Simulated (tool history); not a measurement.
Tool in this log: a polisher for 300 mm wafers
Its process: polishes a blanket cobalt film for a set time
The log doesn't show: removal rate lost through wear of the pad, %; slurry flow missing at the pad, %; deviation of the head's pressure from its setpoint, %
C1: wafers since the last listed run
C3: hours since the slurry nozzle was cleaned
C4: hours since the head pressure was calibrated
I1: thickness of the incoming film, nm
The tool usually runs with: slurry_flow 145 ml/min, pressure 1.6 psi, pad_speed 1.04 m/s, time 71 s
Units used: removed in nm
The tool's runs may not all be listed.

{"run": 1, "hour": 0.0, "slurry_flow": 145, "pressure": 1.6, "pad_speed": 1.04, "time": 71, "C1": 0, "wafers polished on this pad": 1173, "C3": 125.8, "C4": 8.9, "I1": 1305.8, "removed": 284.5}
{"run": 2, "hour": 86.6, "slurry_flow": 145, "pressure": 1.6, "pad_speed": 1.04, "time": 71, "C1": 951, "wafers polished on this pad": 2124, "C3": 212.4, "C4": 95.5, "I1": 1313.7, "removed": 267.1}
{"hour": 122.2, "done": "slurry nozzle cleaned"}
{"hour": 187.2, "done": "worn pad replaced by a new one"}
{"run": 3, "hour": 192.2, "slurry_flow": 145, "pressure": 1.6, "pad_speed": 1.04, "time": 71, "C1": 1104, "wafers polished on this pad": 55, "C3": 70.0, "C4": 201.1, "I1": 1336.0, "removed": 301.4}
{"run": 4, "hour": 257.7, "slurry_flow": 145, "pressure": 1.6, "pad_speed": 1.04, "time": 71, "C1": 719, "wafers polished on this pad": 774, "C3": 135.5, "C4": 266.6, "I1": 1293.8, "removed": 279.9}
{"run": 5, "hour": 361.6, "slurry_flow": 145, "pressure": 1.6, "pad_speed": 1.04, "time": 71, "C1": 1141, "wafers polished on this pad": 1915, "C3": 239.4, "C4": 370.5, "I1": 1303.2, "removed": 265.0}
{"hour": 375.7, "done": "slurry nozzle cleaned"}
{"hour": 415.5, "done": "worn pad replaced by a new one"}
{"run": 6, "hour": 446.9, "slurry_flow": 145, "pressure": 1.6, "pad_speed": 1.04, "time": 71, "C1": 881, "wafers polished on this pad": 344, "C3": 71.2, "C4": 455.8, "I1": 1303.0, "removed": 293.9}
{"run": 7, "hour": 525.2, "slurry_flow": 145, "pressure": 1.6, "pad_speed": 1.04, "time": 71, "C1": 859, "wafers polished on this pad": 1204, "C3": 149.5, "C4": 534.1, "I1": 1300.5, "removed": 276.6}
{"run": 8, "hour": 567.3, "slurry_flow": 145, "pressure": 1.6, "pad_speed": 1.04, "time": 71, "C1": 462, "wafers polished on this pad": 1666, "C3": 191.6, "C4": 576.2, "I1": 1281.7, "removed": 265.5}
{"run": 9, "hour": 615.1, "slurry_flow": 105, "pressure": 1.6, "pad_speed": 1.04, "time": 71, "C1": 524, "wafers polished on this pad": 2191, "C3": 239.4, "C4": 624.0, "I1": 1310.6, "removed": 238.7}
{"hour": 653.2, "done": "slurry nozzle cleaned"}
{"hour": 671.7, "done": "worn pad replaced by a new one"}
{"run": 10, "hour": 721.9, "slurry_flow": 110, "pressure": 1.4, "pad_speed": 0.82, "time": 96, "C1": 1117, "wafers polished on this pad": 551, "C3": 68.7, "C4": 730.8, "I1": 1300.0, "removed": 259.8}
{"hour": 755.4, "done": "head pressure recalibrated"}
{"run": 11, "hour": 777.1, "slurry_flow": 160, "pressure": 1.6, "pad_speed": 1.04, "time": 90, "C1": 584, "wafers polished on this pad": 1135, "C3": 123.9, "C4": 21.7, "I1": 1326.0, "removed": 358.2}
{"run": 12, "hour": 876.8, "slurry_flow": 145, "pressure": 1.6, "pad_speed": 1.04, "time": 79, "C1": 1094, "wafers polished on this pad": 2230, "C3": 223.6, "C4": 121.4, "I1": 1289.0, "removed": 291.7}
{"hour": 934.4, "done": "slurry nozzle cleaned"}
{"run": 13, "hour": 946.1, "slurry_flow": 100, "pressure": 1.1, "pad_speed": 1.28, "time": 80, "C1": 750, "wafers polished on this pad": 2980, "C3": 11.7, "C4": 190.7, "I1": 1323.4, "removed": 247.4}
{"hour": 957.1, "done": "worn pad replaced by a new one"}
{"run": 14, "hour": 1052.4, "slurry_flow": 145, "pressure": 2.1, "pad_speed": 1.22, "time": 56, "C1": 1123, "wafers polished on this pad": 1047, "C3": 118.0, "C4": 297.0, "I1": 1288.9, "removed": 348.3}
{"run": 15, "hour": 1142.4, "slurry_flow": 145, "pressure": 1.6, "pad_speed": 1.04, "time": 71, "C1": 988, "wafers polished on this pad": 2035, "C3": 208.0, "C4": 387.0, "I1": 1329.3, "removed": 259.3}
{"hour": 1242.7, "done": "slurry nozzle cleaned"}
{"run": 16, "hour": 1246.1, "slurry_flow": 160, "pressure": 1.6, "pad_speed": 1.04, "time": 90, "C1": 1127, "wafers polished on this pad": 3163, "C3": 3.4, "C4": 490.7, "I1": 1329.0, "removed": 360.9}
{"hour": 1261.1, "done": "worn pad replaced by a new one"}
{"run": 17, "hour": 1341.6, "slurry_flow": 115, "pressure": 1.6, "pad_speed": 1.24, "time": 71, "C1": 1004, "wafers polished on this pad": 883, "C3": 98.9, "C4": 586.2, "I1": 1290.0, "removed": 322.8}

Describe how what the log doesn't record of the tool's condition differs between the last listed run preceding each entry between runs and the first listed run following it.
Run 2 -> run 3: slurry nozzle cleaned (hour 122.2); worn pad replaced by a new one (hour 187.2)
  removal rate lost through wear of the pad, %: 9.52 -> 0.346; slurry flow missing at the pad, %: 40.7 -> 30.1
  what was measured, less what the result would be without the hidden state, removed: -63.0 -> -23.5 nm
Run 5 -> run 6: slurry nozzle cleaned (hour 375.7); worn pad replaced by a new one (hour 415.5)
  removal rate lost through wear of the pad, %: 7.92 -> 2.7; slurry flow missing at the pad, %: 46.5 -> 24.5
  what was measured, less what the result would be without the hidden state, removed: -66.0 -> -25.1 nm
Run 9 -> run 10: slurry nozzle cleaned (hour 653.2); worn pad replaced by a new one (hour 671.7)
  removal rate lost through wear of the pad, %: 10.2 -> 3.61; slurry flow missing at the pad, %: 40.6 -> 22.8
  what was measured, less what the result would be without the hidden state, removed: -69.1 -> -27.2 nm
Run 10 -> run 11: head pressure recalibrated (hour 755.4)
  removal rate lost through wear of the pad, %: 3.61 -> 6.08; slurry flow missing at the pad, %: 22.8 -> 31.8
  what was measured, less what the result would be without the hidden state, removed: -27.2 -> -51.2 nm
Run 12 -> run 13: slurry nozzle cleaned (hour 934.4)
  removal rate lost through wear of the pad, %: 10.5 -> 13.6; slurry flow missing at the pad, %: 38.9 -> 9.12
  what was measured, less what the result would be without the hidden state, removed: -70.2 -> -45.9 nm
Run 13 -> run 14: worn pad replaced by a new one (hour 957.1)
  removal rate lost through wear of the pad, %: 13.6 -> 4.46; slurry flow missing at the pad, %: 9.12 -> 34.8
  what was measured, less what the result would be without the hidden state, removed: -45.9 -> -49.8 nm
Run 15 -> run 16: slurry nozzle cleaned (hour 1242.7)
  removal rate lost through wear of the pad, %: 8.49 -> 13.1; slurry flow missing at the pad, %: 41.9 -> 2.72
  what was measured, less what the result would be without the hidden state, removed: -59.4 -> -56.3 nm
Run 16 -> run 17: worn pad replaced by a new one (hour 1261.1)
  removal rate lost through wear of the pad, %: 13.1 -> 5.19; slurry flow missing at the pad, %: 2.72 -> 29.3
  what was measured, less what the result would be without the hidden state, removed: -56.3 -> -47.5 nm

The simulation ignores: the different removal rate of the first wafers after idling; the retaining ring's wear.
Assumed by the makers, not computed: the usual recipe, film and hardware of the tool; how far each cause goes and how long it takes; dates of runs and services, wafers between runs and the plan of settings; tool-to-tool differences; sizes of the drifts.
